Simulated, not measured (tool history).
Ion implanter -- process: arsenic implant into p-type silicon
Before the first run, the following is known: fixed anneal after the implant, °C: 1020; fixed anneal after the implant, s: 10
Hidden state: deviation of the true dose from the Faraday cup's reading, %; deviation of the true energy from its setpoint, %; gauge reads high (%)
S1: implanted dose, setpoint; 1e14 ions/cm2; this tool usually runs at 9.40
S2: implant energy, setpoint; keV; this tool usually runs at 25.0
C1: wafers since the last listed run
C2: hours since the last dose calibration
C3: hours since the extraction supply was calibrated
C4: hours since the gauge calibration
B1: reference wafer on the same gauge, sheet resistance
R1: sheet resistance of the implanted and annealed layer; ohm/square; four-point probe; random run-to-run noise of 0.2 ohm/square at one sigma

Run 1, day 0.000: usual settings but S2 18.5 keV; C1 0; C2 1401.8; C3 2685.9; C4 192.5; B1 114.03. Result: R1 137.04 ohm/square.
Run 2, day 0.433: usual settings but S2 20.0 keV; C1 174; C2 1412.2; C3 2696.3; C4 202.9; B1 113.99. Result: R1 134.65 ohm/square.
Run 3, day 1.079: usual settings but S1 11.38 1e14 ions/cm2; C1 260; C2 1427.7; C3 2711.8; C4 218.4; B1 114.02. Result: R1 115.21 ohm/square.
Run 4, day 1.350: usual settings but S1 11.46 1e14 ions/cm2; C1 109; C2 1434.2; C3 2718.3; C4 224.9; B1 114.02. Result: R1 114.53 ohm/square.
Run 5, day 2.083: usual settings but S1 7.57 1e14 ions/cm2; C1 295; C2 1451.8; C3 2735.9; C4 242.5; B1 114.02. Result: R1 144.82 ohm/square.
Run 6, day 2.525: usual settings but S1 7.57 1e14 ions/cm2; C1 178; C2 1462.4; C3 2746.5; C4 253.1; B1 114.02. Result: R1 144.99 ohm/square.
Run 7, day 3.238: usual settings; C1 287; C2 1479.5; C3 2763.6; C4 270.2; B1 114.06. Result: R1 126.52 ohm/square.
Run 8, day 4.600: usual settings; C1 549; C2 1512.2; C3 2796.3; C4 302.9; B1 114.00. Result: R1 126.34 ohm/square.
At day 4.938: extraction supply calibrated.
Run 9, day 5.129: usual settings but S1 11.55 1e14 ions/cm2; C1 78; C2 1524.9; C3 4.6; C4 315.6; B1 114.01. Result: R1 114.01 ohm/square.
Run 10, day 5.571: usual settings but S1 11.55 1e14 ions/cm2; C1 178; C2 1535.5; C3 15.2; C4 326.2; B1 114.00. Result: R1 113.65 ohm/square.
Run 11, day 5.925: usual settings but S1 11.55 1e14 ions/cm2; C1 142; C2 1544.0; C3 23.7; C4 334.7; B1 113.98. Result: R1 113.71 ohm/square.
Run 12, day 6.508: usual settings but S2 21.0 keV; C1 235; C2 1558.0; C3 37.7; C4 348.7; B1 114.02. Result: R1 132.48 ohm/square.
Run 13, day 6.779: usual settings but S2 21.0 keV; C1 109; C2 1564.5; C3 44.2; C4 355.2; B1 113.97. Result: R1 132.79 ohm/square.
At day 7.458: Faraday cup replaced and dose calibrated.
Run 14, day 7.479: usual settings; C1 147; C2 0.5; C3 61.0; C4 372.0; B1 114.04. Result: R1 128.82 ohm/square.
Run 15, day 7.992: usual settings; C1 206; C2 12.8; C3 73.3; C4 384.3; B1 114.06. Result: R1 128.36 ohm/square.
Run 16, day 8.400: usual settings; C1 164; C2 22.6; C3 83.1; C4 394.1; B1 114.02. Result: R1 128.77 ohm/square.
Run 17, day 8.800: usual settings but S1 11.04 1e14 ions/cm2, S2 31.0 keV; C1 161; C2 32.2; C3 92.7; C4 403.7; B1 114.00. Result: R1 111.06 ohm/square.
Run 18, day 9.133: usual settings but S1 11.02 1e14 ions/cm2, S2 18.5 keV; C1 134; C2 40.2; C3 100.7; C4 411.7; B1 114.02. Result: R1 128.63 ohm/square.
Run 19, day 9.671: usual settings but S1 10.84 1e14 ions/cm2; C1 216; C2 53.1; C3 113.6; C4 424.6; B1 113.99. Result: R1 118.97 ohm/square.
Run 20, day 10.417: usual settings but S1 10.84 1e14 ions/cm2; C1 300; C2 71.0; C3 131.5; C4 442.5; B1 114.02. Result: R1 118.86 ohm/square.
Run 21, day 10.771: usual settings but S1 11.29 1e14 ions/cm2, S2 30.0 keV; C1 142; C2 79.5; C3 140.0; C4 451.0; B1 113.99. Result: R1 110.67 ohm/square.
Run 22, day 11.154: usual settings but S1 10.87 1e14 ions/cm2; C1 154; C2 88.7; C3 149.2; C4 460.2; B1 114.04. Result: R1 118.83 ohm/square.
Run 23, day 11.429: usual settings; C1 110; C2 95.3; C3 155.8; C4 466.8; B1 113.99. Result: R1 129.03 ohm/square.
At day 11.542: gauge calibrated.
Run 24, day 11.812: usual settings but S1 8.59 1e14 ions/cm2; C1 154; C2 104.5; C3 165.0; C4 6.5; B1 113.99. Result: R1 135.64 ohm/square.
Run 25, day 12.508: usual settings; C1 280; C2 121.2; C3 181.7; C4 23.2; B1 113.98. Result: R1 128.86 ohm/square.
Run 26, day 12.779: usual settings but S1 12.14 1e14 ions/cm2; C1 109; C2 127.7; C3 188.2; C4 29.7; B1 113.97. Result: R1 112.90 ohm/square.
Run 27, day 13.233: usual settings; C1 183; C2 138.6; C3 199.1; C4 40.6; B1 114.00. Result: R1 128.66 ohm/square.
Run 28, day 13.833: usual settings but S1 10.89 1e14 ions/cm2, S2 31.5 keV; C1 242; C2 153.0; C3 213.5; C4 55.0; B1 114.04. Result: R1 111.41 ohm/square.
Run 29, day 14.175: usual settings but S1 7.94 1e14 ions/cm2; C1 137; C2 161.2; C3 221.7; C4 63.2; B1 113.98. Result: R1 142.84 ohm/square.
Run 30, day 14.500: usual settings but S1 7.49 1e14 ions/cm2; C1 131; C2 169.0; C3 229.5; C4 71.0; B1 113.97. Result: R1 148.56 ohm/square.
Run 31, day 14.904: usual settings but S2 21.5 keV; C1 163; C2 178.7; C3 239.2; C4 80.7; B1 114.06. Result: R1 133.62 ohm/square.
Run 32, day 15.379: usual settings; C1 191; C2 190.1; C3 250.6; C4 92.1; B1 113.97. Result: R1 128.31 ohm/square.
Run 33, day 15.750: usual settings but S1 6.59 1e14 ions/cm2; C1 149; C2 199.0; C3 259.5; C4 101.0; B1 113.95. Result: R1 162.03 ohm/square.
Run 34, day 16.421: usual settings but S1 7.08 1e14 ions/cm2, S2 32.5 keV; C1 270; C2 215.1; C3 275.6; C4 117.1; B1 114.04. Result: R1 146.00 ohm/square.
Run 35, day 16.896: usual settings but S1 8.37 1e14 ions/cm2, S2 29.5 keV; C1 191; C2 226.5; C3 287.0; C4 128.5; B1 113.98. Result: R1 132.85 ohm/square.
Run 36, day 17.404: usual settings; C1 205; C2 238.7; C3 299.2; C4 140.7; B1 114.00. Result: R1 128.62 ohm/square.
Run 37, day 18.138: usual settings but S2 20.5 keV; C1 295; C2 256.3; C3 316.8; C4 158.3; B1 114.03. Result: R1 135.22 ohm/square.

Some steps in R1 between neighbouring runs. How much of each would the tool show without its hidden state too (settings, what came in, random variation), and how much is left for the hidden state, with any gauge scatter that isn't in both results?
Run 4 -> 5: S1 11.46 -> 7.57. R1 +30.29 ohm/square: hidden state -1.22, all else +31.51.
Run 11 -> 12: S1 11.55 -> 9.40, S2 25.0 -> 21.0. R1 +18.77 ohm/square: hidden state -0.66, all else +19.43.
Run 13 -> 14: S2 21.0 -> 25.0, Faraday cup replaced and dose calibrated. R1 -3.97 ohm/square: hidden state +2.16, all else -6.13.
Run 28 -> 29: S1 10.89 -> 7.94, S2 31.5 -> 25.0. R1 +31.43 ohm/square: hidden state -0.11, all else +31.54.
Run 32 -> 33: S1 9.40 -> 6.59. R1 +33.72 ohm/square: hidden state -0.15, all else +33.87.
